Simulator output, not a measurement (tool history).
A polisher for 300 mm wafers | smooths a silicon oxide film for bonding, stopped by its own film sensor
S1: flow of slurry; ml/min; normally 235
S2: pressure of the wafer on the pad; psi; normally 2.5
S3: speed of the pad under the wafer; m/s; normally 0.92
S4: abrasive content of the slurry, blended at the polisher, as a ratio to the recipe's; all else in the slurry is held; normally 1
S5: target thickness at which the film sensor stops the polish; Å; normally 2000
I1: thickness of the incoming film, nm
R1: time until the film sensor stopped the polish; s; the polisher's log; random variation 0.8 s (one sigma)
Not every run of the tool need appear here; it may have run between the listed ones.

run    hour   S1   S2    S3    S4    S5     I1    R1
  1       0  235  2.5  0.92     1  2000  239.6  51.6
  2    64.2  235  2.5  0.92     1  2000  239.5    51
       93.2  -- slurry blender recalibrated
  3   127.5  235  2.5  0.92     1  2000  236.8  46.8
  4   172.1  235  2.5  0.92     1  2000  241.2  53.9
      212.9  -- worn pad replaced by a new one
      295.9  -- slurry nozzle cleaned
  5   306.2  235  2.5  0.92     1  2000  238.8  50.7
  6   336.2  235  2.5  0.84     1  2000  240.9  54.9
  7   366.7  235  2.5  0.92     1  2000  237.3    49
  8   431.2  235  2.5  0.92     1  2000  238.2  49.1
  9   465.2  235  2.5  0.92   0.9  2000  239.5  52.3
      489.6  -- worn pad replaced by a new one
 10   514.1  235  2.5  0.92     1  2000  238.6  49.4
        560  -- slurry blender recalibrated
 11   578.6  235  2.5  0.92     1  2000  241.7  54.4
 12   613.1  235  2.5  0.92     1  2000  239.2  49.6
      624.5  -- head pressure recalibrated
 13   677.7  235  2.5  0.92     1  2000  240.2  52.7
 14     712  235  2.5  0.92     1  2000  238.7  49.5
 15   776.8  235    2   1.2  0.85  2000  240.2  58.9
      785.1  -- worn pad replaced by a new one
 16   827.7  235  2.5  0.92     1  2000  237.5  47.7
 17   861.8  205  2.5  0.92     1  2000  235.9  46.8
      902.7  -- slurry nozzle cleaned
 18   920.6  305  1.7  0.92     1  2000  241.1  76.1
 19   953.7  160  2.8  0.92   1.3  1920  241.7  55.4
     1013.3  -- slurry blender recalibrated
     1062.3  -- worn pad replaced by a new one
 20  1113.4  210  2.5  0.62   1.1  1900  239.4  76.8
 21  1151.3  235  2.5  0.92     1  2000  240.7    53
 22  1214.1  235  2.5  0.84     1  2000  239.2  53.9

The next listed run, before its measurement:
 23  1251.3  235  3.3  0.92   1  2000  239.4   ?

Run 23 gave R1 37.4 s.
With the hidden condition absent and the run-to-run variation left alone, this run would have shown R1 37.4 s.

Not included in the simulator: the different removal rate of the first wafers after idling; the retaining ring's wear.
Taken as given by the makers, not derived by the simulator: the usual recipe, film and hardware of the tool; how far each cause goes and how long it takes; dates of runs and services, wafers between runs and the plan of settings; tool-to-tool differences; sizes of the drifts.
